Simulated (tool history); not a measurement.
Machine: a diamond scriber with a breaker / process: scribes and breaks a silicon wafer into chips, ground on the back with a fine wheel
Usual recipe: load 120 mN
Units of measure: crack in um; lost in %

run,day,load,"incoming depth of the damage left on the back of the incoming wafer, um",crack,lost
1,0,120,1.74,7.66,3.98
2,1.442,120,1.74,7.71,4.06
3,2.146,120,2.29,7.68,5.79
4,3.012,120,2.11,7.72,4.81
5,3.825,132,2.66,7.96,5.26
6,4.329,132,2.25,7.93,3.65
7,5.029,132,1.89,8.08,3.32
8,6.046,120,2.7,7.81,7.13
# day 7.408: diamond tip replaced by a new one
9,8.446,147,2.83,7.56,7.69
10,11.546,133,2.75,7,10.83
# day 12.112: diamond tip replaced by a new one, repeated, since the last time left the tool worse
11,12.579,149,2.76,9.09,5.48
12,13.504,144,2.67,8.92,5.22
# day 14.112: load on the tip recalibrated
13,14.946,139,2.9,8.65,5.07
14,16.05,155,2.46,9.22,4.88
15,17.183,134,1.77,8.38,2.77
16,17.962,132,2.22,8.35,3.04
17,21.692,97,2.81,7.16,10.73

Measured result minus the same run's result without the hidden state. Both carry the same run-to-run variation, though not necessarily the same gauge scatter:
Hidden state present: share of the diamond tip's cutting effectiveness lost through wear, %; deviation of the load on the tip from its setpoint, %.
run,crack,lost
1,-0.63,+1.33
2,-0.65,+1.41
3,-0.66,+1.84
4,-0.67,+1.61
5,-0.71,+0.57
6,-0.71,+0.28
7,-0.73,+0.16
8,-0.7,+2.23
9,-1.55,+1.44
10,-1.67,+6.16
11,-0.04,-0.11
12,-0.1,-0.28
13,-0.19,-0.26
14,-0.27,-0.96
15,-0.3,-0.39
16,-0.33,-0.18
17,-0.39,+3
